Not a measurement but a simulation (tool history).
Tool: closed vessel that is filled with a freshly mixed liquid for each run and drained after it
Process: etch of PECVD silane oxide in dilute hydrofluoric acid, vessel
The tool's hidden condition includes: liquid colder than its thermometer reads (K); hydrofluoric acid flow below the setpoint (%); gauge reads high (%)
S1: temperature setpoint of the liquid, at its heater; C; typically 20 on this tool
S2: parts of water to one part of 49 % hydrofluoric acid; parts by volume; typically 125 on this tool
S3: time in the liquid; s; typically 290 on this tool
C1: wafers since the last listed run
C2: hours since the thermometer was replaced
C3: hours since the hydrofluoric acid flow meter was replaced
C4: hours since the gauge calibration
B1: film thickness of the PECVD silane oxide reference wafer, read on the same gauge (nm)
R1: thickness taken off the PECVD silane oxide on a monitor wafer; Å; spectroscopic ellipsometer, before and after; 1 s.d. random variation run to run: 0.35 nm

Run 1, hour 0: usual settings; C1 0; C2 41.2; C3 1061.4; C4 585.2; B1 100. Result: R1 360 Å.
Run 2, hour 33.9: usual settings; C1 2043; C2 75.1; C3 1095.3; C4 619.1; B1 100.01. Result: R1 357.5 Å.
Run 3, hour 87.5: usual settings; C1 3231; C2 128.7; C3 1148.9; C4 672.7; B1 99.98. Result: R1 356.6 Å.
Run 4, hour 133.1: usual settings; C1 2749; C2 174.3; C3 1194.5; C4 718.3; B1 99.98. Result: R1 350.1 Å.
Run 5, hour 158.7: usual settings; C1 1543; C2 199.9; C3 1220.1; C4 743.9; B1 99.98. Result: R1 353.3 Å.
Run 6, hour 220: usual settings; C1 3695; C2 261.2; C3 1281.4; C4 805.2; B1 99.99. Result: R1 352.8 Å.
Run 7, hour 387.9: usual settings; C1 10123; C2 429.1; C3 1449.3; C4 973.1; B1 100.01. Result: R1 348.8 Å.
Run 8, hour 433.4: usual settings; C1 2743; C2 474.6; C3 1494.8; C4 1018.6; B1 100.01. Result: R1 345.8 Å.
Run 9, hour 462.4: usual settings; C1 1748; C2 503.6; C3 1523.8; C4 1047.6; B1 99.99. Result: R1 345.9 Å.
Run 10, hour 535.4: usual settings; C1 4401; C2 576.6; C3 1596.8; C4 1120.6; B1 100. Result: R1 343.4 Å.
Run 11, hour 572.2: usual settings but S3 150 s; C1 2218; C2 613.4; C3 1633.6; C4 1157.4; B1 99.99. Result: R1 175.8 Å.
Run 12, hour 635: usual settings but S3 150 s; C1 3786; C2 676.2; C3 1696.4; C4 1220.2; B1 99.99. Result: R1 177 Å.
At hour 648.7: gauge calibrated.
Run 13, hour 685.5: usual settings but S2 95 parts by volume; C1 3044; C2 726.7; C3 1746.9; C4 36.8; B1 100. Result: R1 469.2 Å.
Run 14, hour 749.7: usual settings but S2 95 parts by volume; C1 3870; C2 790.9; C3 1811.1; C4 101; B1 100. Result: R1 461.9 Å.
Run 15, hour 791.5: usual settings but S1 24.5 C, S2 90 parts by volume, S3 430 s; C1 2520; C2 832.7; C3 1852.9; C4 142.8; B1 100. Result: R1 869.2 Å.
Run 16, hour 829.9: usual settings; C1 2315; C2 871.1; C3 1891.3; C4 181.2; B1 100.01. Result: R1 333.8 Å.
At hour 842.2: hydrofluoric acid flow meter replaced.
Run 17, hour 875.6: usual settings but S1 17 C, S3 170 s; C1 2695; C2 916.8; C3 33.4; C4 226.9; B1 100.01. Result: R1 200.8 Å.
Run 18, hour 910.8: usual settings but S1 24 C, S2 100 parts by volume, S3 465 s; C1 2122; C2 952; C3 68.6; C4 262.1; B1 100. Result: R1 937.8 Å.
Run 19, hour 943: usual settings but S1 24.5 C, S2 85 parts by volume, S3 450 s; C1 1941; C2 984.2; C3 100.8; C4 294.3; B1 100. Result: R1 1122.7 Å.
Run 20, hour 1007.3: usual settings but S1 18 C, S2 160 parts by volume, S3 235 s; C1 3876; C2 1048.5; C3 165.1; C4 358.6; B1 99.98. Result: R1 216.2 Å.
At hour 1027.8: thermometer replaced.
Run 21, hour 1207: usual settings but S1 24.5 C, S2 105 parts by volume, S3 340 s; C1 11980; C2 179.2; C3 364.8; C4 558.3; B1 100.01. Result: R1 648.9 Å.
Run 22, hour 1266.2: usual settings but S1 24 C, S2 70 parts by volume, S3 240 s; C1 3569; C2 238.4; C3 424; C4 617.5; B1 99.97. Result: R1 700.9 Å.
Run 23, hour 1324.8: usual settings; C1 3533; C2 297; C3 482.6; C4 676.1; B1 100. Result: R1 377.1 Å.
Run 24, hour 1377.9: usual settings but S1 18.5 C, S2 155 parts by volume, S3 405 s; C1 3201; C2 350.1; C3 535.7; C4 729.2; B1 100.02. Result: R1 387.9 Å.
Run 25, hour 1418.1: usual settings but S2 155 parts by volume, S3 130 s; C1 2423; C2 390.3; C3 575.9; C4 769.4; B1 100.01. Result: R1 132.5 Å.
Run 26, hour 1459.7: usual settings but S1 17 C; C1 2508; C2 431.9; C3 617.5; C4 811; B1 100.01. Result: R1 331.5 Å.
Run 27, hour 1510.8: usual settings; C1 3080; C2 483; C3 668.6; C4 862.1; B1 100.01. Result: R1 365.4 Å.
Run 28, hour 1544: usual settings but S1 18.5 C, S2 155 parts by volume, S3 240 s; C1 2001; C2 516.2; C3 701.8; C4 895.3; B1 100.01. Result: R1 224.7 Å.

Each row is a separate what-if for the run after 28, all from the same tool condition, not one after another. Results?
Run A, hour 1544.7: usual settings but S1 18 C; C1 42; C2 516.9; C3 702.5; C4 896; B1 ?. Result: R1 ?.
Run B, hour 1544.7: usual settings but S2 160 parts by volume, S3 365 s; C1 42; C2 516.9; C3 702.5; C4 896; B1 ?. Result: R1 ?.
Run C, hour 1544.7: usual settings but S1 24.5 C, S2 180 parts by volume, S3 395 s; C1 42; C2 516.9; C3 702.5; C4 896; B1 ?. Result: R1 ?.
Run D, hour 1544.7: usual settings but S1 18.5 C, S2 145 parts by volume, S3 445 s; C1 42; C2 516.9; C3 702.5; C4 896; B1 ?. Result: R1 ?.
Run E, hour 1544.7: usual settings but S3 395 s; C1 42; C2 516.9; C3 702.5; C4 896; B1 ?. Result: R1 ?.

run     B1     R1
  A  99.99  347.2
  B  99.99  356.3
  C  99.99    398
  D  99.99  458.8
  E  99.99  512.9
What these runs would have given with no unlogged condition in the tool:
run     R1
  A  368.7
  B  379.2
  C  424.4
  D  487.8
  E  544.9
